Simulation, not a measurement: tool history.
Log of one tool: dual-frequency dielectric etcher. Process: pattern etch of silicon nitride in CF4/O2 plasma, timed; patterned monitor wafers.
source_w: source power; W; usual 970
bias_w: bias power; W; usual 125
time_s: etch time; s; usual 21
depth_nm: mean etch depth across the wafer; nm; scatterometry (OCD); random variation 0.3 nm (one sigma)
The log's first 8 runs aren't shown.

run,hour,source_w,bias_w,time_s,wafers since the last listed run,hours since the last wet clean,hours since the last source power generator calibration,hours since the last bias power generator calibration,hours since the last upper electrode change,hours since the gauge calibration,"read-back reference wafer on the same gauge, depth_nm",depth_nm
9,802.1,970,125,21,941,528.9,2288.5,2109.1,4307.1,61.7,56.1,70.5
# hour 834.8: wet clean of the chamber
10,901.4,970,125,21,1395,66.6,2387.8,2208.4,4406.4,161,56.1,69.6
11,945.5,970,125,21,817,110.7,2431.9,2252.5,4450.5,205.1,56.1,69.5
12,995.5,970,125,21,926,160.7,2481.9,2302.5,4500.5,255.1,56.1,69.9
13,1060.3,970,125,21,1200,225.5,2546.7,2367.3,4565.3,319.9,56.1,70.2
14,1128.7,970,125,21,1267,293.9,2615.1,2435.7,4633.7,388.3,56.1,70.5
15,1204.4,1080,138,16,1402,369.6,2690.8,2511.4,4709.4,464,56.1,60.5
16,1301.9,970,125,21,1806,467.1,2788.3,2608.9,4806.9,561.5,56.1,71.1
17,1341.7,970,141,23.5,737,506.9,2828.1,2648.7,4846.7,601.3,56.1,81.9
# hour 1382.9: wet clean of the chamber
18,1387.4,1070,125,16,402,4.5,2873.8,2694.4,4892.4,647,56.1,57.7
19,1492.7,900,153,25.5,1950,109.8,2979.1,2799.7,4997.7,752.3,56.1,84.4
20,1539.1,970,125,21,859,156.2,3025.5,2846.1,5044.1,798.7,56.1,70
# hour 1605.9: upper electrode replaced
21,1629.2,900,153,25.5,1224,246.3,3115.6,2936.2,23.3,888.8,56.1,84.7
# hour 1658.3: bias power generator calibrated
22,1774.3,970,133,25,2614,391.4,3260.7,116,168.4,1033.9,56.1,85.1
23,1844.2,810,125,21,1294,461.3,3330.6,185.9,238.3,1103.8,56.1,60.7
# hour 1888.8: source power generator calibrated
24,1904.2,970,147,16,1037,521.3,15.4,245.9,298.3,1163.8,56.1,56.4
# hour 1933: wet clean of the chamber
25,1956,890,125,24.5,515,23,67.2,297.7,350.1,1215.6,56.1,75.3
26,2000.6,970,125,25,826,67.6,111.8,342.3,394.7,1260.2,56.1,82.5
27,2051.1,970,111,21,935,118.1,162.3,392.8,445.2,1310.7,56.1,67.2
28,2088.7,970,95,21,696,155.7,199.9,430.4,482.8,1348.3,56.1,64.8
29,2175.3,970,125,24,1604,242.3,286.5,517,569.4,1434.9,56.1,79.8
30,2217.2,1210,125,23,776,284.2,328.4,558.9,611.3,1476.8,56.1,92.3
# hour 2434.2: wet clean of the chamber
31,2434.7,970,141,25,3584,0.5,545.9,776.4,828.8,1694.3,56.1,85.5

Forecast each of these 3 alternatives for the next run:
A,2435.1,970,125,21,7,0.9,546.3,776.8,829.2,1694.7,?,?
B,2435.1,1150,111,19,7,0.9,546.3,776.8,829.2,1694.7,?,?
C,2435.1,1110,125,15,7,0.9,546.3,776.8,829.2,1694.7,?,?

run,"read-back reference wafer on the same gauge, depth_nm",depth_nm
A,56.1,68.5
B,56.1,69.3
C,56.1,54.8
Without the tool's hidden state the same runs would have given:
run,depth_nm
A,68.6
B,69.4
C,54.9

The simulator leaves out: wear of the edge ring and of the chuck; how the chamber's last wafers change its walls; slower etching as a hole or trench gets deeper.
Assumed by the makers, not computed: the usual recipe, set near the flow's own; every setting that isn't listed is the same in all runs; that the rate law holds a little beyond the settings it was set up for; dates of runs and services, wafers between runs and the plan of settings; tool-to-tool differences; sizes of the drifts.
